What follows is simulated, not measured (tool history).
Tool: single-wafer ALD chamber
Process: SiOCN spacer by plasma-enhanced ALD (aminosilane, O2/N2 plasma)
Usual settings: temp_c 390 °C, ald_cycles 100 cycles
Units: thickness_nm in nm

run     day  temp_c  ald_cycles  wafers since the last listed run  hours since the last thermocouple change  hours since the gauge calibration  read-back reference wafer on the same gauge, thickness_nm  thickness_nm
  1       0     390         100                                 0                                    2221.1                              760.6                                                      5.026         6.216
  2   3.342     390         100                               161                                    2301.3                              840.8                                                      5.028         6.225
  3   5.625     390         100                               110                                    2356.1                              895.6                                                      5.031         6.177
  4   7.842     386         100                               107                                    2409.3                              948.8                                                      5.034         6.182
  5   9.892     390         100                                99                                    2458.5                                998                                                      5.031         6.191
  6  11.575     390         100                                81                                    2498.9                             1038.4                                                      5.036         6.202
  7  14.992     390         100                               165                                    2580.9                             1120.4                                                      5.025         6.187
  8  19.367     390         100                               211                                    2685.9                             1225.4                                                       5.03         6.224
  9    21.9     390         100                               122                                    2746.7                             1286.2                                                      5.029         6.234
 10  23.767     390         100                                90                                    2791.5                               1331                                                      5.034         6.178
 11  25.746     390         104                                95                                      2839                             1378.5                                                      5.033         6.417
     28.829  -- thermocouple changed; heater temperature recalibrated
 12  29.483     390         100                               164                                      15.7                             1468.2                                                      5.024         6.207
     31.142  -- gauge calibrated
 13  33.788     398         114                               208                                       119                               63.5                                                      5.032         7.049
 14  37.471     376          81                               178                                     207.4                              151.9                                                      5.035         4.997

The next listed run, before its measurement:
 15  39.85     403         100                               115                                     264.5                                209                                                          ?             ?

{"run 15": {"read-back reference wafer on the same gauge, thickness_nm": 5.036, "thickness_nm": 6.132}}
Without the tool's hidden state the same run would have given thickness_nm 6.132 nm.

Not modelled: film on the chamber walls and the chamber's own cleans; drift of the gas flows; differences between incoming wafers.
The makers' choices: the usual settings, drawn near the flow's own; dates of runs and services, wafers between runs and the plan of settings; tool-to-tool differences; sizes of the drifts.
